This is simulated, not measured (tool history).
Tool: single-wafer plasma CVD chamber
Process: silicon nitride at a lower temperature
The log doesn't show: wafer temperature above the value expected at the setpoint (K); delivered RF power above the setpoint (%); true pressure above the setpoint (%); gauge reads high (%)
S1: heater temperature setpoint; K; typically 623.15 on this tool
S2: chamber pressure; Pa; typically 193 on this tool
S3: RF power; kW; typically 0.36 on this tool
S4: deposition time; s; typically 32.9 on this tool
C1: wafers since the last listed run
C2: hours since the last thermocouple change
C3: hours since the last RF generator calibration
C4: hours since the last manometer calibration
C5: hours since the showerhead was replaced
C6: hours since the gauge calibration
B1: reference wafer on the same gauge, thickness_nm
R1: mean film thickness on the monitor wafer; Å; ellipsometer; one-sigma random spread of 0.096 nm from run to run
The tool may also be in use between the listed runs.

run 1 day=0 | S1=623.15 S2=179 S3=0.36 S4=31.3 | C1=0 C2=872.9 C3=1031.1 C4=1276 C5=5301.9 C6=299.9 | B1=38.511 | R1=374.72
run 2 day=1.146 | S1=623.15 S2=193 S3=0.36 S4=32.9 | C1=663 C2=900.4 C3=1058.6 C4=1303.5 C5=5329.4 C6=327.4 | B1=38.495 | R1=404.56
run 3 day=1.8 | S1=623.15 S2=193 S3=0.36 S4=32.9 | C1=379 C2=916.1 C3=1074.3 C4=1319.2 C5=5345.1 C6=343.1 | B1=38.502 | R1=404.9
run 4 day=2.712 | S1=623.15 S2=193 S3=0.36 S4=32.9 | C1=528 C2=938 C3=1096.2 C4=1341.1 C5=5367 C6=365 | B1=38.507 | R1=404.25
run 5 day=3.55 | S1=623.15 S2=193 S3=0.36 S4=32.9 | C1=485 C2=958.1 C3=1116.3 C4=1361.2 C5=5387.1 C6=385.1 | B1=38.498 | R1=405.62
run 6 day=4.375 | S1=623.15 S2=193 S3=0.36 S4=32.9 | C1=477 C2=977.9 C3=1136.1 C4=1381 C5=5406.9 C6=404.9 | B1=38.485 | R1=405.28
run 7 day=8.15 | S1=623.15 S2=193 S3=0.36 S4=28.2 | C1=2187 C2=1068.5 C3=1226.7 C4=1471.6 C5=5497.5 C6=495.5 | B1=38.511 | R1=346.66
run 8 day=8.758 | S1=623.15 S2=193 S3=0.36 S4=28.2 | C1=352 C2=1083.1 C3=1241.3 C4=1486.2 C5=5512.1 C6=510.1 | B1=38.512 | R1=346.15
-- day=10.146 thermocouple changed; heater temperature recalibrated
run 9 day=10.167 | S1=623.15 S2=193 S3=0.405 S4=32.9 | C1=622 C2=0.5 C3=1275.1 C4=1520 C5=5545.9 C6=543.9 | B1=38.513 | R1=430.31
run 10 day=10.429 | S1=623.15 S2=193 S3=0.36 S4=37.7 | C1=152 C2=6.8 C3=1281.4 C4=1526.3 C5=5552.2 C6=550.2 | B1=38.503 | R1=462.51
run 11 day=11.775 | S1=623.15 S2=193 S3=0.36 S4=37.7 | C1=779 C2=39.1 C3=1313.7 C4=1558.6 C5=5584.5 C6=582.5 | B1=38.517 | R1=463.93
run 12 day=12.6 | S1=623.15 S2=193 S3=0.36 S4=37.7 | C1=477 C2=58.9 C3=1333.5 C4=1578.4 C5=5604.3 C6=602.3 | B1=38.496 | R1=461.55
run 13 day=14.058 | S1=623.15 S2=193 S3=0.36 S4=32.9 | C1=844 C2=93.9 C3=1368.5 C4=1613.4 C5=5639.3 C6=637.3 | B1=38.501 | R1=402.27
run 14 day=15.492 | S1=623.15 S2=193 S3=0.36 S4=32.9 | C1=830 C2=128.3 C3=1402.9 C4=1647.8 C5=5673.7 C6=671.7 | B1=38.507 | R1=402.71
-- day=16.325 RF generator calibrated
-- day=16.35 capacitance manometer re-zeroed and calibrated
run 15 day=16.371 | S1=629.15 S2=177 S3=0.39 S4=29.7 | C1=301 C2=149.4 C3=1.1 C4=0.5 C5=5694.8 C6=692.8 | B1=38.508 | R1=395.72
run 16 day=17.017 | S1=627.15 S2=193 S3=0.33 S4=32.9 | C1=374 C2=164.9 C3=16.6 C4=16 C5=5710.3 C6=708.3 | B1=38.478 | R1=412.51
run 17 day=18.492 | S1=623.15 S2=240 S3=0.395 S4=28 | C1=854 C2=200.3 C3=52 C4=51.4 C5=5745.7 C6=743.7 | B1=38.488 | R1=413.02
run 18 day=19.517 | S1=623.15 S2=240 S3=0.395 S4=28 | C1=593 C2=224.9 C3=76.6 C4=76 C5=5770.3 C6=768.3 | B1=38.513 | R1=412.2
-- day=20.329 showerhead replaced
run 19 day=20.617 | S1=623.15 S2=193 S3=0.415 S4=32.9 | C1=444 C2=251.3 C3=103 C4=102.4 C5=6.9 C6=794.7 | B1=38.496 | R1=463.7
-- day=20.721 gauge calibrated
run 20 day=22.092 | S1=623.15 S2=193 S3=0.36 S4=32.9 | C1=854 C2=286.7 C3=138.4 C4=137.8 C5=42.3 C6=32.9 | B1=38.506 | R1=426.16
run 21 day=23.038 | S1=623.15 S2=193 S3=0.36 S4=27.6 | C1=547 C2=309.4 C3=161.1 C4=160.5 C5=65 C6=55.6 | B1=38.495 | R1=356.81
run 22 day=24.158 | S1=635.15 S2=165 S3=0.425 S4=30.2 | C1=649 C2=336.3 C3=188 C4=187.4 C5=91.9 C6=82.5 | B1=38.507 | R1=400.64
run 23 day=25.196 | S1=632.15 S2=145 S3=0.36 S4=27.9 | C1=601 C2=361.2 C3=212.9 C4=212.3 C5=116.8 C6=107.4 | B1=38.503 | R1=323.03
run 24 day=26.246 | S1=623.15 S2=193 S3=0.36 S4=35.5 | C1=608 C2=386.4 C3=238.1 C4=237.5 C5=142 C6=132.6 | B1=38.486 | R1=455.81

Each row is a separate what-if for the run after 24, all from the same tool condition, not one after another. Results?
run A day=26.262 | S1=623.15 S2=193 S3=0.36 S4=32.9 | C1=9 C2=386.8 C3=238.5 C4=237.9 C5=142.4 C6=133 | B1=? | R1=?
run B day=26.262 | S1=623.15 S2=193 S3=0.43 S4=29.3 | C1=9 C2=386.8 C3=238.5 C4=237.9 C5=142.4 C6=133 | B1=? | R1=?
run C day=26.262 | S1=623.15 S2=193 S3=0.39 S4=35.8 | C1=9 C2=386.8 C3=238.5 C4=237.9 C5=142.4 C6=133 | B1=? | R1=?
run D day=26.262 | S1=610.15 S2=231 S3=0.385 S4=28.5 | C1=9 C2=386.8 C3=238.5 C4=237.9 C5=142.4 C6=133 | B1=? | R1=?

run=A B1=38.477 R1=421.14
run=B B1=38.477 R1=412.59
run=C B1=38.477 R1=478.4
run=D B1=38.477 R1=402.57
With the hidden condition removed and each run's random variation left untouched, the same runs would have given:
run=A R1=433.81
run=B R1=424.38
run=C R1=492.79
run=D R1=414.56
